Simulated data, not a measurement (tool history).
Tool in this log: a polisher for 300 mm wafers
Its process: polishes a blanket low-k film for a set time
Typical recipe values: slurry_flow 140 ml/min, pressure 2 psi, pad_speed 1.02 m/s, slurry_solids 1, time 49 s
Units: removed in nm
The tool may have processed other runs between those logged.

run	hour	slurry_flow	pressure	pad_speed	slurry_solids	time	incoming thickness of the incoming film, nm	removed
1	0	140	2	1.2	1	49	799.3	27.3
# hour 8.5: slurry nozzle cleaned
2	53.7	140	1.7	1.02	1	56	778	24
3	85.3	120	2	1.38	1	49	796.3	28.6
4	260.8	140	2	1.02	1	49	784.9	24.1
5	330.5	140	2	1.02	1	49	778.7	23.7
# hour 379.8: worn pad replaced by a new one
6	386.4	140	2	1.3	0.8	49	783.5	24.2
7	424.8	190	2.6	1.02	1.25	40	792	28.9
# hour 433.4: conditioning disc replaced and pad reconditioned
8	457.9	170	2	1.12	1.1	61	784.3	33.7
# hour 462: slurry nozzle cleaned
# hour 472.4: slurry blender recalibrated
9	520.5	140	2.4	0.68	0.85	36	778.3	15.1
10	574	140	1.4	1.02	1.15	62	777.6	23.1
11	616.3	165	2	1.02	1	49	782.3	24.9
12	764.5	120	1.4	1.02	0.8	58	781.6	16.8
# hour 791.4: worn pad replaced by a new one
13	795.3	115	2	1.02	0.75	43	778	16.7
# hour 889.6: slurry nozzle cleaned
14	936.9	105	1.4	1.02	1	32	780.5	10
# hour 954.2: conditioning disc replaced and pad reconditioned
# hour 966.8: slurry blender recalibrated
15	969.3	140	2	0.68	1	49	794.5	18.9
16	1005.8	140	2.5	1.16	0.8	49	781.8	29
17	1049.9	140	2.2	0.66	1	54	791.9	22.2
# hour 1085: head pressure recalibrated
18	1183.1	190	2.6	1.02	1.25	40	801.4	29.8
19	1225.3	140	2	1.02	1	49	775.6	24.2
20	1250.6	110	2.6	1.02	0.9	53	792.6	30.5
# hour 1278.3: worn pad replaced by a new one
# hour 1304.5: slurry nozzle cleaned
21	1319.4	140	2	0.8	0.7	49	775.8	16.4

What does the tool deliver on the next run?
22	1364.4	140	2	0.88	1	56	788.9	?

Run 22 measured removed 24.4 nm.
With the hidden condition absent and the run-to-run variation left alone, this run would have shown removed 25.4 nm.

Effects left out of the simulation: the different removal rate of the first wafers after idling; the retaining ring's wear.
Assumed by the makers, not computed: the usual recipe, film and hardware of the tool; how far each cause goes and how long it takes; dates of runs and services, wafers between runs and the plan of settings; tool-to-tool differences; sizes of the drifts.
